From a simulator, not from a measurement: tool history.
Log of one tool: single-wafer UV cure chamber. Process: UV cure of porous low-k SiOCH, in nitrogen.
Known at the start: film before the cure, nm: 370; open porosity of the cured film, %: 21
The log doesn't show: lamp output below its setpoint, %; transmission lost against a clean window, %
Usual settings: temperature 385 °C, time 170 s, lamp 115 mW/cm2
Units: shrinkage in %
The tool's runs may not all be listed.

run	day	temperature	time	lamp	wafers since the last listed run	hours since the UV bulbs were replaced	wafers since the quartz window was cleaned	shrinkage
1	0	385	170	115	0	799.2	2276	11.208
2	0.342	385	170	115	98	807.4	2374	11.253
3	0.617	385	170	115	78	814	2453	11.259
4	1.275	373	170	115	189	829.8	2642	10.765
5	1.875	385	170	115	172	844.2	2815	11.389
6	2.375	385	170	115	143	856.2	2958	11.107
7	2.896	385	170	115	149	868.7	3108	11.197
8	4.175	376	170	115	367	899.4	3475	10.858
9	4.604	385	170	126	123	909.7	3598	11.554
10	4.867	385	170	126	75	916	3674	11.327
11	5.275	389	220	115	117	925.8	3791	12.414
# day 5.833: UV bulbs replaced
12	5.938	389	220	115	94	2.5	3885	12.26
13	6.367	377	170	126	123	12.8	4009	11.097
# day 7.004: quartz window cleaned
14	7.025	385	170	98	93	28.6	5	11.062
15	7.317	373	230	136	83	35.6	89	14.198
16	7.75	393	70	153	124	46	213	9.353
17	8.038	385	170	115	82	52.9	296	11.797
18	8.575	378	75	95	154	65.8	450	7.151
19	8.938	379	215	95	104	74.5	554	12.218
20	9.517	385	250	84	166	88.4	720	12.215
21	10.146	391	135	82	180	103.5	901	9.162
22	10.529	393	195	152	110	112.7	1011	14.185
23	12.625	379	215	95	601	163	1613	11.791
24	13.15	393	70	153	150	175.6	1764	8.997
25	13.608	405	195	147	131	186.6	1895	13.854

3 ways to go on from here, each from the tool as it stands after run 25. What would each give?
A	13.625	385	170	131	4	187	1900	?
B	13.625	405	245	86	4	187	1900	?
C	13.625	367	120	115	4	187	1900	?

run	shrinkage
A	12.074
B	12.187
C	9.398
Without the tool's hidden state the same runs would have given:
run	shrinkage
A	12.567
B	12.681
C	9.861
